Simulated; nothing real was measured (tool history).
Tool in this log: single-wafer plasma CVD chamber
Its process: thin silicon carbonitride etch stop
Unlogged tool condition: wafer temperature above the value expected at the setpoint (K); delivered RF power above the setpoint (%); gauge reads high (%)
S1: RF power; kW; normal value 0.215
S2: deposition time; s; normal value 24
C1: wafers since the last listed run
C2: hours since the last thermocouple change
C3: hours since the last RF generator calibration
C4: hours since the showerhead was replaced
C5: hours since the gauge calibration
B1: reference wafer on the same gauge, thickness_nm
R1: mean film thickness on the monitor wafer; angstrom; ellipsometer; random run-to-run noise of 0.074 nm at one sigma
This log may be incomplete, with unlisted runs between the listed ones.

{"run": 1, "day": 0.0, "S1": 0.185, "S2": 24, "C1": 0, "C2": 617.4, "C3": 242.8, "C4": 4735, "C5": 410.6, "B1": 15.194, "R1": 136.08}
{"run": 2, "day": 1.708, "S1": 0.185, "S2": 24, "C1": 859, "C2": 658.4, "C3": 283.8, "C4": 4776, "C5": 451.6, "B1": 15.209, "R1": 137.49}
{"run": 3, "day": 2.842, "S1": 0.185, "S2": 24, "C1": 569, "C2": 685.6, "C3": 311, "C4": 4803.2, "C5": 478.8, "B1": 15.218, "R1": 137.47}
{"run": 4, "day": 4.988, "S1": 0.215, "S2": 24, "C1": 1079, "C2": 737.1, "C3": 362.5, "C4": 4854.7, "C5": 530.3, "B1": 15.176, "R1": 145.61}
{"run": 5, "day": 6.579, "S1": 0.215, "S2": 24, "C1": 800, "C2": 775.3, "C3": 400.7, "C4": 4892.9, "C5": 568.5, "B1": 15.206, "R1": 143.92}
{"run": 6, "day": 9.475, "S1": 0.24, "S2": 20.5, "C1": 1456, "C2": 844.8, "C3": 470.2, "C4": 4962.4, "C5": 638, "B1": 15.19, "R1": 126.29}
{"run": 7, "day": 12.217, "S1": 0.24, "S2": 20.5, "C1": 1378, "C2": 910.6, "C3": 536, "C4": 5028.2, "C5": 703.8, "B1": 15.208, "R1": 125.08}
{"run": 8, "day": 14.488, "S1": 0.215, "S2": 24, "C1": 1141, "C2": 965.1, "C3": 590.5, "C4": 5082.7, "C5": 758.3, "B1": 15.184, "R1": 144.03}
{"run": 9, "day": 17.471, "S1": 0.215, "S2": 24, "C1": 1500, "C2": 1036.7, "C3": 662.1, "C4": 5154.3, "C5": 829.9, "B1": 15.199, "R1": 143.93}
{"run": 10, "day": 18.567, "S1": 0.215, "S2": 24, "C1": 551, "C2": 1063, "C3": 688.4, "C4": 5180.6, "C5": 856.2, "B1": 15.194, "R1": 143.16}
{"run": 11, "day": 20.312, "S1": 0.215, "S2": 24, "C1": 877, "C2": 1104.9, "C3": 730.3, "C4": 5222.5, "C5": 898.1, "B1": 15.205, "R1": 142.91}
{"day": 20.762, "done": "thermocouple changed; heater temperature recalibrated"}
{"run": 12, "day": 21.429, "S1": 0.215, "S2": 24, "C1": 393, "C2": 16, "C3": 757.1, "C4": 5249.3, "C5": 924.9, "B1": 15.206, "R1": 143.97}
{"run": 13, "day": 23.667, "S1": 0.25, "S2": 22.2, "C1": 1125, "C2": 69.7, "C3": 810.8, "C4": 5303, "C5": 978.6, "B1": 15.175, "R1": 137.83}
{"run": 14, "day": 25.658, "S1": 0.19, "S2": 22.6, "C1": 1001, "C2": 117.5, "C3": 858.6, "C4": 5350.8, "C5": 1026.4, "B1": 15.185, "R1": 131.49}
{"run": 15, "day": 27.092, "S1": 0.215, "S2": 24, "C1": 720, "C2": 151.9, "C3": 893, "C4": 5385.2, "C5": 1060.8, "B1": 15.22, "R1": 143.34}
{"day": 29.242, "done": "showerhead replaced"}
{"run": 16, "day": 29.262, "S1": 0.215, "S2": 24, "C1": 924, "C2": 204, "C3": 945.1, "C4": 0.5, "C5": 1112.9, "B1": 15.18, "R1": 144.23}
{"day": 29.546, "done": "gauge calibrated"}
{"run": 17, "day": 30.554, "S1": 0.195, "S2": 27.3, "C1": 649, "C2": 235, "C3": 976.1, "C4": 31.5, "C5": 24.2, "B1": 15.191, "R1": 158.5}
{"run": 18, "day": 33.192, "S1": 0.215, "S2": 25.4, "C1": 1326, "C2": 298.3, "C3": 1039.4, "C4": 94.8, "C5": 87.5, "B1": 15.194, "R1": 151.99}
{"day": 35.688, "done": "RF generator calibrated"}
{"run": 19, "day": 35.721, "S1": 0.23, "S2": 28.6, "C1": 1104, "C2": 359, "C3": 0.8, "C4": 155.5, "C5": 148.2, "B1": 15.207, "R1": 174.64}
{"run": 20, "day": 36.75, "S1": 0.24, "S2": 27.4, "C1": 517, "C2": 383.7, "C3": 25.5, "C4": 180.2, "C5": 172.9, "B1": 15.186, "R1": 169.43}
{"run": 21, "day": 39.112, "S1": 0.215, "S2": 24, "C1": 1188, "C2": 440.4, "C3": 82.2, "C4": 236.9, "C5": 229.6, "B1": 15.206, "R1": 143.63}
{"run": 22, "day": 41.688, "S1": 0.18, "S2": 27.2, "C1": 1294, "C2": 502.2, "C3": 144, "C4": 298.7, "C5": 291.4, "B1": 15.211, "R1": 153.78}
{"run": 23, "day": 43.95, "S1": 0.175, "S2": 28.5, "C1": 1137, "C2": 556.5, "C3": 198.3, "C4": 353, "C5": 345.7, "B1": 15.205, "R1": 160.43}
{"run": 24, "day": 45.025, "S1": 0.215, "S2": 24, "C1": 540, "C2": 582.3, "C3": 224.1, "C4": 378.8, "C5": 371.5, "B1": 15.218, "R1": 142.26}
{"run": 25, "day": 47.842, "S1": 0.215, "S2": 24, "C1": 1416, "C2": 649.9, "C3": 291.7, "C4": 446.4, "C5": 439.1, "B1": 15.193, "R1": 144.64}

For each run, what was the tool's unlogged condition?
wafer temperature above the value expected at the setpoint (K): 0 in every run
delivered RF power above the setpoint (%): 0 in every run
gauge reads high (%): 0 in every run

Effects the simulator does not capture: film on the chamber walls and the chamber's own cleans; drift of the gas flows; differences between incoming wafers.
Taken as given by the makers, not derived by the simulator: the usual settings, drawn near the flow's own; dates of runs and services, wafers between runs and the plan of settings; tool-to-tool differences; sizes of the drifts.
